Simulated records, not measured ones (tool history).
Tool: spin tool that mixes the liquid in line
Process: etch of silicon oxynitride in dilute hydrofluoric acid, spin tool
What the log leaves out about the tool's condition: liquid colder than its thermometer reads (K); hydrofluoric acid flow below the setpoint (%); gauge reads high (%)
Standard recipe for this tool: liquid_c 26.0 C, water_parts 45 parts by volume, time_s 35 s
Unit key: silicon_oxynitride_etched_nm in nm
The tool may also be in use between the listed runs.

run	day	liquid_c	water_parts	time_s	wafers since the last listed run	hours since the thermometer was replaced	hours since the hydrofluoric acid flow meter was replaced	hours since the gauge calibration	read-back film thickness of the silicon oxynitride reference wafer, read on the same gauge (nm)	silicon_oxynitride_etched_nm
1	0.000	27.5	45	35	0	194.1	178.9	31.2	60.025	4.912
2	2.779	27.5	45	35	551	260.8	245.6	97.9	59.983	4.863
3	4.692	26.0	50	35	379	306.7	291.5	143.8	59.979	4.077
4	6.542	26.0	50	35	367	351.1	335.9	188.2	59.952	4.003
5	10.867	26.0	45	50	858	454.9	439.7	292.0	60.000	6.454
6	14.883	26.0	45	50	797	551.3	536.1	388.4	60.011	6.436
7	19.112	26.0	45	50	839	652.8	637.6	489.9	59.975	6.492
8	21.833	22.5	45	35	540	718.1	702.9	555.2	60.004	3.816
9	25.188	22.5	45	35	666	798.6	783.4	635.7	60.011	3.803
# day 26.367: hydrofluoric acid flow meter replaced
10	36.983	30.0	45	40	2334	1081.7	254.8	918.8	59.986	6.234
11	40.704	30.0	45	40	738	1171.0	344.1	1008.1	60.029	6.154
12	44.800	30.0	45	40	813	1269.3	442.4	1106.4	59.994	6.045
# day 48.212: thermometer replaced
13	48.754	26.0	45	45	776	13.0	537.3	1201.3	60.017	5.830
14	51.821	22.5	35	20	608	86.6	610.9	1274.9	59.998	2.812
15	54.379	28.0	35	50	508	148.0	672.3	1336.3	59.979	9.274
16	58.592	24.0	30	25	836	249.1	773.4	1437.4	60.015	4.394
17	62.025	24.0	60	35	681	331.5	855.8	1519.8	59.950	3.067
18	63.929	30.5	30	35	378	377.2	901.5	1565.5	59.992	8.439
# day 64.358: hydrofluoric acid flow meter replaced
19	66.025	29.0	45	50	407	427.5	40.0	1615.8	60.009	7.391
# day 66.354: gauge calibrated
20	75.292	24.0	60	35	1840	649.9	262.4	214.5	59.993	2.989
21	80.900	26.0	45	35	1113	784.5	397.0	349.1	59.995	4.501
22	83.125	26.0	45	35	441	837.9	450.4	402.5	59.962	4.414
23	87.312	26.0	45	35	831	938.4	550.9	503.0	60.038	4.509
24	90.979	22.5	45	55	728	1026.4	638.9	591.0	60.009	5.902
25	92.879	26.0	50	35	377	1072.0	684.5	636.6	60.003	3.988

Describe how what the log doesn't record of the tool's condition differs between the last listed run preceding each entry between runs and the first listed run following it.
Runs 9 to 10: hydrofluoric acid flow meter replaced (day 26.367)
  liquid colder than its thermometer reads (K): 0.363 -> 0.471
  measured minus no-state result, silicon_oxynitride_etched_nm: -0.068 -> -0.139 nm
Runs 12 to 13: thermometer replaced (day 48.212)
  liquid colder than its thermometer reads (K): 0.543 -> 0.0177
  measured minus no-state result, silicon_oxynitride_etched_nm: -0.155 -> -0.006 nm
Runs 18 to 19: hydrofluoric acid flow meter replaced (day 64.358)
  liquid colder than its thermometer reads (K): 0.157 -> 0.176
  measured minus no-state result, silicon_oxynitride_etched_nm: -0.064 -> -0.063 nm
Runs 19 to 20: gauge calibrated (day 66.354)
  liquid colder than its thermometer reads (K): 0.176 -> 0.261
  measured minus no-state result, silicon_oxynitride_etched_nm: -0.063 -> -0.038 nm

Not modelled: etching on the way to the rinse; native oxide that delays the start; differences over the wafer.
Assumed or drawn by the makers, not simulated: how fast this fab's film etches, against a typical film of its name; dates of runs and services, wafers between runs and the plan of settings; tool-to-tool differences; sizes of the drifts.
